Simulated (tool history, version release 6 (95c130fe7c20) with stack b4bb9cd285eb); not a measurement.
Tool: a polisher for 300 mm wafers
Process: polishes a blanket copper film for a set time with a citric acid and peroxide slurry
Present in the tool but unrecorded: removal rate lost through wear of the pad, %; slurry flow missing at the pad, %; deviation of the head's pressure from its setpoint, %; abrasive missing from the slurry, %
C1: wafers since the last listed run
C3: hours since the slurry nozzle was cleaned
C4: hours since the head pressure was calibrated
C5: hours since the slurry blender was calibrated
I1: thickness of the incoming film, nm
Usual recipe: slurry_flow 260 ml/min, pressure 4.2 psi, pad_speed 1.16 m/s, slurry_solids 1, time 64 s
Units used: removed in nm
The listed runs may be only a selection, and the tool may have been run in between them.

{"run": 1, "hour": 0.0, "slurry_flow": 260, "pressure": 4.2, "pad_speed": 1.16, "slurry_solids": 1, "time": 64, "C1": 0, "wafers polished on this pad": 212, "C3": 683.3, "C4": 398.6, "C5": 411.3, "I1": 642.4, "removed": 219.4}
{"hour": 44.4, "done": "slurry nozzle cleaned"}
{"run": 2, "hour": 50.8, "slurry_flow": 260, "pressure": 4.2, "pad_speed": 1.16, "slurry_solids": 1, "time": 64, "C1": 386, "wafers polished on this pad": 599, "C3": 6.4, "C4": 449.4, "C5": 462.1, "I1": 640.9, "removed": 215.5}
{"hour": 128.0, "done": "head pressure recalibrated"}
{"run": 3, "hour": 128.5, "slurry_flow": 260, "pressure": 4.2, "pad_speed": 1.16, "slurry_solids": 1, "time": 64, "C1": 587, "wafers polished on this pad": 1187, "C3": 84.1, "C4": 0.5, "C5": 539.8, "I1": 639.6, "removed": 212.5}
{"run": 4, "hour": 209.7, "slurry_flow": 260, "pressure": 4.2, "pad_speed": 1.16, "slurry_solids": 1, "time": 64, "C1": 630, "wafers polished on this pad": 1817, "C3": 165.3, "C4": 81.7, "C5": 621, "I1": 628.3, "removed": 211.9}
{"hour": 255.9, "done": "slurry blender recalibrated"}
{"run": 5, "hour": 271.8, "slurry_flow": 260, "pressure": 4.2, "pad_speed": 1.16, "slurry_solids": 1, "time": 64, "C1": 466, "wafers polished on this pad": 2284, "C3": 227.4, "C4": 143.8, "C5": 15.9, "I1": 650.9, "removed": 209.8}
{"run": 6, "hour": 313.2, "slurry_flow": 260, "pressure": 4.2, "pad_speed": 1.16, "slurry_solids": 1, "time": 64, "C1": 321, "wafers polished on this pad": 2606, "C3": 268.8, "C4": 185.2, "C5": 57.3, "I1": 626.3, "removed": 207.1}
{"run": 7, "hour": 402.3, "slurry_flow": 260, "pressure": 4.2, "pad_speed": 1.16, "slurry_solids": 1, "time": 64, "C1": 691, "wafers polished on this pad": 3298, "C3": 357.9, "C4": 274.3, "C5": 146.4, "I1": 636.1, "removed": 207}
{"run": 8, "hour": 459.8, "slurry_flow": 260, "pressure": 4.2, "pad_speed": 1.16, "slurry_solids": 1, "time": 64, "C1": 446, "wafers polished on this pad": 3744, "C3": 415.4, "C4": 331.8, "C5": 203.9, "I1": 632.5, "removed": 205.8}
{"run": 9, "hour": 529.3, "slurry_flow": 260, "pressure": 4.2, "pad_speed": 1.16, "slurry_solids": 1, "time": 64, "C1": 539, "wafers polished on this pad": 4284, "C3": 484.9, "C4": 401.3, "C5": 273.4, "I1": 634.5, "removed": 201.3}
{"hour": 573.5, "done": "worn pad replaced by a new one"}
{"run": 10, "hour": 610.4, "slurry_flow": 260, "pressure": 4.2, "pad_speed": 1.16, "slurry_solids": 1, "time": 64, "C1": 598, "wafers polished on this pad": 286, "C3": 566, "C4": 482.4, "C5": 354.5, "I1": 644.4, "removed": 214.2}
{"hour": 659.8, "done": "head pressure recalibrated"}
{"run": 11, "hour": 688.2, "slurry_flow": 260, "pressure": 4.2, "pad_speed": 0.94, "slurry_solids": 1, "time": 64, "C1": 588, "wafers polished on this pad": 875, "C3": 643.8, "C4": 28.4, "C5": 432.3, "I1": 640.8, "removed": 199.8}
{"run": 12, "hour": 746.5, "slurry_flow": 260, "pressure": 3.4, "pad_speed": 1.36, "slurry_solids": 1, "time": 64, "C1": 452, "wafers polished on this pad": 1328, "C3": 702.1, "C4": 86.7, "C5": 490.6, "I1": 649.9, "removed": 209.9}
{"hour": 773.1, "done": "slurry nozzle cleaned"}
{"hour": 777.9, "done": "slurry blender recalibrated"}
{"run": 13, "hour": 813.0, "slurry_flow": 220, "pressure": 4.2, "pad_speed": 0.8, "slurry_solids": 1, "time": 64, "C1": 493, "wafers polished on this pad": 1821, "C3": 39.9, "C4": 153.2, "C5": 35.1, "I1": 635.1, "removed": 181.6}
{"run": 14, "hour": 912.9, "slurry_flow": 260, "pressure": 4.2, "pad_speed": 1.16, "slurry_solids": 1, "time": 64, "C1": 775, "wafers polished on this pad": 2597, "C3": 139.8, "C4": 253.1, "C5": 135, "I1": 643.1, "removed": 208}
{"run": 15, "hour": 997.1, "slurry_flow": 195, "pressure": 3.3, "pad_speed": 1.4, "slurry_solids": 1.25, "time": 64, "C1": 653, "wafers polished on this pad": 3251, "C3": 224, "C4": 337.3, "C5": 219.2, "I1": 641.2, "removed": 200}
{"run": 16, "hour": 1061.5, "slurry_flow": 290, "pressure": 4.2, "pad_speed": 0.98, "slurry_solids": 1, "time": 64, "C1": 500, "wafers polished on this pad": 3751, "C3": 288.4, "C4": 401.7, "C5": 283.6, "I1": 644.1, "removed": 191.8}
{"hour": 1097.9, "done": "worn pad replaced by a new one"}
{"run": 17, "hour": 1114.5, "slurry_flow": 345, "pressure": 4.2, "pad_speed": 1.16, "slurry_solids": 0.75, "time": 84, "C1": 380, "wafers polished on this pad": 128, "C3": 341.4, "C4": 454.7, "C5": 336.6, "I1": 632.8, "removed": 275.7}
{"run": 18, "hour": 1151.2, "slurry_flow": 260, "pressure": 3.4, "pad_speed": 0.88, "slurry_solids": 0.8, "time": 64, "C1": 285, "wafers polished on this pad": 413, "C3": 378.1, "C4": 491.4, "C5": 373.3, "I1": 635.7, "removed": 167.5}
{"run": 19, "hour": 1217.9, "slurry_flow": 260, "pressure": 4.2, "pad_speed": 1.38, "slurry_solids": 1, "time": 64, "C1": 518, "wafers polished on this pad": 932, "C3": 444.8, "C4": 558.1, "C5": 440, "I1": 642.5, "removed": 235.4}
{"run": 20, "hour": 1261.5, "slurry_flow": 260, "pressure": 4.2, "pad_speed": 1.02, "slurry_solids": 1, "time": 45, "C1": 338, "wafers polished on this pad": 1270, "C3": 488.4, "C4": 601.7, "C5": 483.6, "I1": 631.6, "removed": 142.3}
{"hour": 1281.1, "done": "head pressure recalibrated"}
{"hour": 1316.4, "done": "slurry blender recalibrated"}
{"run": 21, "hour": 1367.2, "slurry_flow": 260, "pressure": 4.2, "pad_speed": 1.16, "slurry_solids": 1, "time": 64, "C1": 789, "wafers polished on this pad": 2060, "C3": 594.1, "C4": 86.1, "C5": 50.8, "I1": 636.8, "removed": 212.5}
{"run": 22, "hour": 1433.6, "slurry_flow": 335, "pressure": 5.1, "pad_speed": 1.16, "slurry_solids": 1, "time": 64, "C1": 515, "wafers polished on this pad": 2576, "C3": 660.5, "C4": 152.5, "C5": 117.2, "I1": 638.6, "removed": 236.8}
{"run": 23, "hour": 1491.2, "slurry_flow": 195, "pressure": 4.8, "pad_speed": 0.86, "slurry_solids": 1.1, "time": 64, "C1": 447, "wafers polished on this pad": 3023, "C3": 718.1, "C4": 210.1, "C5": 174.8, "I1": 644.9, "removed": 192.4}
{"hour": 1531.9, "done": "slurry nozzle cleaned"}
{"run": 24, "hour": 1580.8, "slurry_flow": 345, "pressure": 5.7, "pad_speed": 1.16, "slurry_solids": 1, "time": 72, "C1": 688, "wafers polished on this pad": 3711, "C3": 48.9, "C4": 299.7, "C5": 264.4, "I1": 643.8, "removed": 276.9}
{"run": 25, "hour": 1633.9, "slurry_flow": 260, "pressure": 4.2, "pad_speed": 1.16, "slurry_solids": 1, "time": 64, "C1": 412, "wafers polished on this pad": 4124, "C3": 102, "C4": 352.8, "C5": 317.5, "I1": 636.5, "removed": 199.3}
{"hour": 1651.6, "done": "worn pad replaced by a new one"}
{"run": 26, "hour": 1733.4, "slurry_flow": 260, "pressure": 4.2, "pad_speed": 1.16, "slurry_solids": 1, "time": 64, "C1": 741, "wafers polished on this pad": 635, "C3": 201.5, "C4": 452.3, "C5": 417, "I1": 632.9, "removed": 212.4}
{"run": 27, "hour": 1867.9, "slurry_flow": 260, "pressure": 4.6, "pad_speed": 1.34, "slurry_solids": 1, "time": 64, "C1": 1044, "wafers polished on this pad": 1679, "C3": 336, "C4": 586.8, "C5": 551.5, "I1": 632.4, "removed": 236.8}
{"hour": 1908.1, "done": "head pressure recalibrated"}
{"hour": 1917.1, "done": "slurry blender recalibrated"}
{"run": 28, "hour": 1925.7, "slurry_flow": 260, "pressure": 4.2, "pad_speed": 1.16, "slurry_solids": 1, "time": 64, "C1": 417, "wafers polished on this pad": 2097, "C3": 393.8, "C4": 17.6, "C5": 8.6, "I1": 641.3, "removed": 209.7}
{"run": 29, "hour": 1993.0, "slurry_flow": 260, "pressure": 4.2, "pad_speed": 1.16, "slurry_solids": 1, "time": 64, "C1": 522, "wafers polished on this pad": 2620, "C3": 461.1, "C4": 84.9, "C5": 75.9, "I1": 646.7, "removed": 208.2}
{"run": 30, "hour": 2064.3, "slurry_flow": 235, "pressure": 4.2, "pad_speed": 0.84, "slurry_solids": 1, "time": 76, "C1": 553, "wafers polished on this pad": 3174, "C3": 532.4, "C4": 156.2, "C5": 147.2, "I1": 643.3, "removed": 212.8}

4 ways to go on from here, each from the tool as it stands after run 30. What would each give?
{"run": "A", "hour": 2064.7, "slurry_flow": 260, "pressure": 3.5, "pad_speed": 1.16, "slurry_solids": 1, "time": 64, "C1": 3, "wafers polished on this pad": 3177, "C3": 532.8, "C4": 156.6, "C5": 147.6, "I1": 645.6, "removed": "?"}
{"run": "B", "hour": 2064.7, "slurry_flow": 260, "pressure": 4.2, "pad_speed": 1.16, "slurry_solids": 1, "time": 43, "C1": 3, "wafers polished on this pad": 3177, "C3": 532.8, "C4": 156.6, "C5": 147.6, "I1": 645.6, "removed": "?"}
{"run": "C", "hour": 2064.7, "slurry_flow": 300, "pressure": 4.9, "pad_speed": 1.16, "slurry_solids": 1.2, "time": 64, "C1": 3, "wafers polished on this pad": 3177, "C3": 532.8, "C4": 156.6, "C5": 147.6, "I1": 645.6, "removed": "?"}
{"run": "D", "hour": 2064.7, "slurry_flow": 260, "pressure": 4.2, "pad_speed": 0.8, "slurry_solids": 1, "time": 64, "C1": 3, "wafers polished on this pad": 3177, "C3": 532.8, "C4": 156.6, "C5": 147.6, "I1": 645.6, "removed": "?"}

run=A removed=188.9
run=B removed=138.3
run=C removed=234
run=D removed=179.1
Take away the tool's hidden state, keep each run's random variation, and the runs would have read:
run=A removed=199.9
run=B removed=146.4
run=C removed=247.6
run=D removed=189.5
